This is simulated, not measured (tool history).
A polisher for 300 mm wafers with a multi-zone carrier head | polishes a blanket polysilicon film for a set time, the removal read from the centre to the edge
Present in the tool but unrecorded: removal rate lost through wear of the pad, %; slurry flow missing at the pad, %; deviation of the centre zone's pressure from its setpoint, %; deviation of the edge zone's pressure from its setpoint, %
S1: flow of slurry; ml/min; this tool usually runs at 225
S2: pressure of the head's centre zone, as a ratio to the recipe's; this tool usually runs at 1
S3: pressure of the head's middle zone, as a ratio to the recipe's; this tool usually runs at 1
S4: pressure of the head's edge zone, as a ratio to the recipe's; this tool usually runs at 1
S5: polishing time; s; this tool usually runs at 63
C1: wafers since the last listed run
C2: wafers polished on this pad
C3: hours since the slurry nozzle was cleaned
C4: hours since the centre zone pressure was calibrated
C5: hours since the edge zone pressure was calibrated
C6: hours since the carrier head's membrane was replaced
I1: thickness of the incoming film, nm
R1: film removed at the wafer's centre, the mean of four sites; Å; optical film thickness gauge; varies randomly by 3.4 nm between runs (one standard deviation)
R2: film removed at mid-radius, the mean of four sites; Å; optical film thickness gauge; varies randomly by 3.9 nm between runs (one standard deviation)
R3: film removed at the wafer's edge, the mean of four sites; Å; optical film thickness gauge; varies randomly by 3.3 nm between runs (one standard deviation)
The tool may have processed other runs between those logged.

| run | hour | S1 | S2 | S3 | S4 | S5 | C1 | C2 | C3 | C4 | C5 | C6 | I1 | R1 | R2 | R3 |
|---|---|---|---|---|---|---|---|---|---|---|---|---|---|---|---|---|
| 1 | 0 | 225 | 1 | 1 | 1 | 63 | 0 | 703 | 482.2 | 258.6 | 527.4 | 527.5 | 1172.1 | 2819 | 2896 | 3009 |
| 2 | 16.9 | 225 | 1 | 1 | 1 | 63 | 180 | 884 | 499.1 | 275.5 | 544.3 | 544.4 | 1156.5 | 2831 | 2923 | 2956 |
| 3 | 25.5 | 225 | 1 | 1 | 1 | 63 | 92 | 976 | 507.7 | 284.1 | 552.9 | 553 | 1162.6 | 2886 | 2921 | 2938 |
| 4 | 34.2 | 225 | 1 | 1 | 1 | 63 | 93 | 1069 | 516.4 | 292.8 | 561.6 | 561.7 | 1173.7 | 2812 | 2906 | 2969 |
|  | 39.8 | worn pad replaced by a new one |
| 5 | 46.3 | 225 | 1 | 1 | 1 | 63 | 86 | 69 | 528.5 | 304.9 | 573.7 | 573.8 | 1182.1 | 2967 | 3003 | 3084 |
| 6 | 55.4 | 225 | 1 | 1 | 1 | 63 | 97 | 167 | 537.6 | 314 | 582.8 | 582.9 | 1150.9 | 2947 | 2989 | 3083 |
| 7 | 65.3 | 225 | 1 | 1 | 1 | 63 | 105 | 272 | 547.5 | 323.9 | 592.7 | 592.8 | 1145.5 | 2806 | 3006 | 2973 |
| 8 | 71.8 | 225 | 1 | 1 | 1 | 63 | 69 | 342 | 554 | 330.4 | 599.2 | 599.3 | 1152.9 | 2913 | 2983 | 3032 |
| 9 | 85 | 225 | 1 | 1 | 1 | 63 | 141 | 483 | 567.2 | 343.6 | 612.4 | 612.5 | 1139.9 | 2817 | 2948 | 2975 |
|  | 90.2 | edge zone pressure recalibrated |
| 10 | 96.2 | 225 | 1 | 1 | 1 | 63 | 98 | 582 | 578.4 | 354.8 | 6 | 623.7 | 1140 | 2831 | 2914 | 2962 |
|  | 99.3 | slurry nozzle cleaned |
| 11 | 102.7 | 225 | 1 | 1 | 1 | 63 | 58 | 641 | 3.4 | 361.3 | 12.5 | 630.2 | 1162.1 | 2730 | 2957 | 2982 |
|  | 111.4 | carrier head's membrane replaced by a new one |
| 12 | 112.5 | 225 | 1 | 1 | 1 | 63 | 51 | 692 | 13.2 | 371.1 | 22.3 | 1.1 | 1162 | 2732 | 2904 | 2909 |
| 13 | 122.2 | 225 | 1 | 1 | 1 | 63 | 103 | 796 | 22.9 | 380.8 | 32 | 10.8 | 1154.7 | 2735 | 2914 | 2945 |
|  | 135.2 | centre zone pressure recalibrated |
| 14 | 135.7 | 225 | 1 | 1 | 1 | 63 | 123 | 919 | 36.4 | 0.5 | 45.5 | 24.3 | 1153.3 | 2930 | 2884 | 2968 |
| 15 | 147.5 | 225 | 1.12 | 0.89 | 1.06 | 79 | 126 | 1045 | 48.2 | 12.3 | 57.3 | 36.1 | 1165.6 | 4053 | 3313 | 3832 |
|  | 161.7 | worn pad replaced by a new one |
| 16 | 162.1 | 225 | 1 | 1 | 1 | 63 | 113 | 4 | 62.8 | 26.9 | 71.9 | 50.7 | 1173.6 | 3143 | 3118 | 3063 |
| 17 | 176.1 | 225 | 1.04 | 0.91 | 0.88 | 69 | 149 | 154 | 76.8 | 40.9 | 85.9 | 64.7 | 1142.6 | 3420 | 3125 | 3146 |
| 18 | 191.2 | 250 | 1.06 | 0.97 | 1 | 79 | 161 | 315 | 91.9 | 56 | 101 | 79.8 | 1153.1 | 3912 | 3719 | 3800 |
| 19 | 201 | 225 | 1.11 | 1 | 1 | 76 | 104 | 420 | 101.7 | 65.8 | 110.8 | 89.6 | 1155.8 | 3891 | 3550 | 3590 |
| 20 | 215.9 | 165 | 1 | 0.95 | 1 | 63 | 159 | 580 | 116.6 | 80.7 | 125.7 | 104.5 | 1165 | 2896 | 2678 | 2926 |
| 21 | 226.9 | 205 | 0.89 | 1 | 1 | 63 | 117 | 697 | 127.6 | 91.7 | 136.7 | 115.5 | 1180.3 | 2702 | 2924 | 2909 |
| 22 | 239.2 | 225 | 0.91 | 1 | 0.89 | 63 | 131 | 829 | 139.9 | 104 | 149 | 127.8 | 1160.9 | 2705 | 2920 | 2781 |
| 23 | 246.3 | 200 | 1 | 1 | 0.95 | 49 | 75 | 905 | 147 | 111.1 | 156.1 | 134.9 | 1160.5 | 2231 | 2259 | 2239 |

Each row is a separate what-if for the run after 23, all from the same tool condition, not one after another. Results?
| A | 246.7 | 225 | 1.11 | 1 | 1 | 63 | 4 | 909 | 147.4 | 111.5 | 156.5 | 135.3 | 1155.2 | ? | ? | ? |
| B | 246.7 | 225 | 1 | 1.12 | 0.89 | 80 | 4 | 909 | 147.4 | 111.5 | 156.5 | 135.3 | 1155.2 | ? | ? | ? |
| C | 246.7 | 225 | 1 | 0.89 | 1 | 63 | 4 | 909 | 147.4 | 111.5 | 156.5 | 135.3 | 1155.2 | ? | ? | ? |

| run | R1 | R2 | R3 |
|---|---|---|---|
| A | 3173 | 2965 | 2922 |
| B | 3724 | 4097 | 3509 |
| C | 2929 | 2729 | 2926 |
Without the tool's hidden state the same runs would have given:
| run | R1 | R2 | R3 |
|---|---|---|---|
| A | 3386 | 3132 | 3086 |
| B | 3974 | 4326 | 3705 |
| C | 3125 | 2882 | 3090 |
